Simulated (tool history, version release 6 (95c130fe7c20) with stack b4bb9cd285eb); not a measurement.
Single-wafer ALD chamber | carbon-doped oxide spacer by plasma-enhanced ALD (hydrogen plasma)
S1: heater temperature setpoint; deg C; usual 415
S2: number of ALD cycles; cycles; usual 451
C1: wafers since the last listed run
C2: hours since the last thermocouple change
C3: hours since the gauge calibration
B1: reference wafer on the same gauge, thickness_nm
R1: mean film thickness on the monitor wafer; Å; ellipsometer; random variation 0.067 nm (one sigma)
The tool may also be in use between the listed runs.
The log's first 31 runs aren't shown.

run 32 hour=1427.9 | S1=415 S2=451 | C1=48 C2=175.2 C3=438.6 | B1=17.807 | R1=198.52
run 33 hour=1459.2 | S1=407 S2=451 | C1=33 C2=206.5 C3=469.9 | B1=17.814 | R1=204.53
run 34 hour=1501.5 | S1=409 S2=396 | C1=45 C2=248.8 C3=512.2 | B1=17.784 | R1=178.37
run 35 hour=1548.4 | S1=425 S2=414 | C1=50 C2=295.7 C3=559.1 | B1=17.795 | R1=177.94
run 36 hour=1588.7 | S1=415 S2=451 | C1=43 C2=336.0 C3=599.4 | B1=17.798 | R1=199.50
run 37 hour=1630.0 | S1=401 S2=385 | C1=44 C2=377.3 C3=640.7 | B1=17.804 | R1=176.66
run 38 hour=1682.5 | S1=410 S2=425 | C1=56 C2=429.8 C3=693.2 | B1=17.808 | R1=189.97
run 39 hour=1730.9 | S1=411 S2=408 | C1=52 C2=478.2 C3=741.6 | B1=17.784 | R1=180.87
run 40 hour=1757.1 | S1=424 S2=495 | C1=28 C2=504.4 C3=767.8 | B1=17.815 | R1=211.60
run 41 hour=1787.7 | S1=421 S2=480 | C1=32 C2=535.0 C3=798.4 | B1=17.796 | R1=207.81

5 ways to go on from here, each from the tool as it stands after run 41. What would each give?
run A hour=1788.8 | S1=415 S2=451 | C1=1 C2=536.1 C3=799.5 | B1=? | R1=?
run B hour=1788.8 | S1=428 S2=511 | C1=1 C2=536.1 C3=799.5 | B1=? | R1=?
run C hour=1788.8 | S1=403 S2=422 | C1=1 C2=536.1 C3=799.5 | B1=? | R1=?
run D hour=1788.8 | S1=415 S2=402 | C1=1 C2=536.1 C3=799.5 | B1=? | R1=?
run E hour=1788.8 | S1=428 S2=380 | C1=1 C2=536.1 C3=799.5 | B1=? | R1=?

run=A B1=17.816 R1=198.83
run=B B1=17.816 R1=217.15
run=C B1=17.816 R1=192.26
run=D B1=17.816 R1=177.23
run=E B1=17.816 R1=161.48
Without the tool's hidden state the same runs would have given:
run=A R1=199.97
run=B R1=218.43
run=C R1=193.32
run=D R1=178.24
run=E R1=162.43

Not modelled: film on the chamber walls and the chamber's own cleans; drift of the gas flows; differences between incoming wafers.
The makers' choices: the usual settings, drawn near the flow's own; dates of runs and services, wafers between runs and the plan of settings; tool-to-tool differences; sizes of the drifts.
